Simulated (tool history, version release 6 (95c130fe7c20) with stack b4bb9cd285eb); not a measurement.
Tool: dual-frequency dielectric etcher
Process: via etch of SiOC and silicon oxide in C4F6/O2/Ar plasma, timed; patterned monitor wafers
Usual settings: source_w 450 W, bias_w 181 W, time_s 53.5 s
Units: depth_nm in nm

run   hour  source_w  bias_w  time_s  read-back reference wafer on the same gauge, depth_nm  depth_nm
  1      0       490     181    53.5                                                   51.4      59.1
  2   33.3       490     181    53.5                                                   51.6      58.8
  3   58.6       450     181    53.5                                                   51.6      56.7
  4     81       450     181    53.5                                                   51.6      56.4
  5  110.8       450     181    53.5                                                   51.5      55.5
  6  131.2       450     181    53.5                                                   51.6      55.2
  7  165.3       450     181    53.5                                                   51.7      55.8
  8  200.2       450     181    53.5                                                   51.5      55.1
  9  216.7       450     181    53.5                                                   51.6      55.7
 10  229.1       450     181    53.5                                                   51.7      55.1
 11  241.4       480     181    53.5                                                   51.6      57.2
     319.7  -- upper electrode replaced
     329.7  -- wet clean of the chamber
 12  330.2       480     181    53.5                                                   51.6      58.7
 13  330.5       450     181    53.5                                                   51.7      56.8
 14  338.8       450     181    53.5                                                   51.7      57.5
 15  353.7       450     223    53.5                                                   51.6      61.4
 16  366.9       450     181    53.5                                                   51.6      57.1
 17  400.3       510     157    53.5                                                   51.6      57.1
     409.2  -- source power generator calibrated
 18  432.6       450     181    53.5                                                   51.6        56
 19  453.5       510     153    38.5                                                   51.6      40.8
     462.1  -- gauge calibrated
 20    480       510     198    63.5                                                   51.5      72.7
 21  501.7       380     216      39                                                   51.6      39.4
 22  530.6       450     140      45                                                   51.5      43.7
     567.5  -- bias power generator calibrated
 23  585.2       410     181      42                                                   51.6      41.7
 24  659.9       390     142    60.5                                                   51.5      53.9
 25  672.3       450     181    53.5                                                   51.6      55.6
 26  690.9       380     216      39                                                   51.7      38.7
 27  719.8       450     181    53.5                                                   51.7      54.8
 28  741.2       450     181    53.5                                                   51.5      54.1
 29  773.5       510     181    53.5                                                   51.5      57.5

Some steps in depth_nm between neighbouring runs. How much of each would the tool show without its hidden state too (settings, what came in, random variation), and how much is left for the hidden state, with any gauge scatter that isn't in both results?
The hidden state here: etch rate over this chamber's usual, %; source power that arrives over what is set, %; bias power that arrives over what is set, %; gauge reads high (%).
Run 11 -> 12: upper electrode replaced, wet clean of the chamber. depth_nm +1.5 nm: hidden state +1.9, all else -0.4.
Run 19 -> 20: bias_w 153 -> 198, time_s 38.5 -> 63.5, gauge calibrated. depth_nm +31.9 nm: hidden state -0.8, all else +32.7.
Run 20 -> 21: source_w 510 -> 380, bias_w 198 -> 216, time_s 63.5 -> 39. depth_nm -33.3 nm: hidden state +0.6, all else -33.9.
Run 23 -> 24: source_w 410 -> 390, bias_w 181 -> 142, time_s 42 -> 60.5. depth_nm +12.2 nm: hidden state -1, all else +13.2.

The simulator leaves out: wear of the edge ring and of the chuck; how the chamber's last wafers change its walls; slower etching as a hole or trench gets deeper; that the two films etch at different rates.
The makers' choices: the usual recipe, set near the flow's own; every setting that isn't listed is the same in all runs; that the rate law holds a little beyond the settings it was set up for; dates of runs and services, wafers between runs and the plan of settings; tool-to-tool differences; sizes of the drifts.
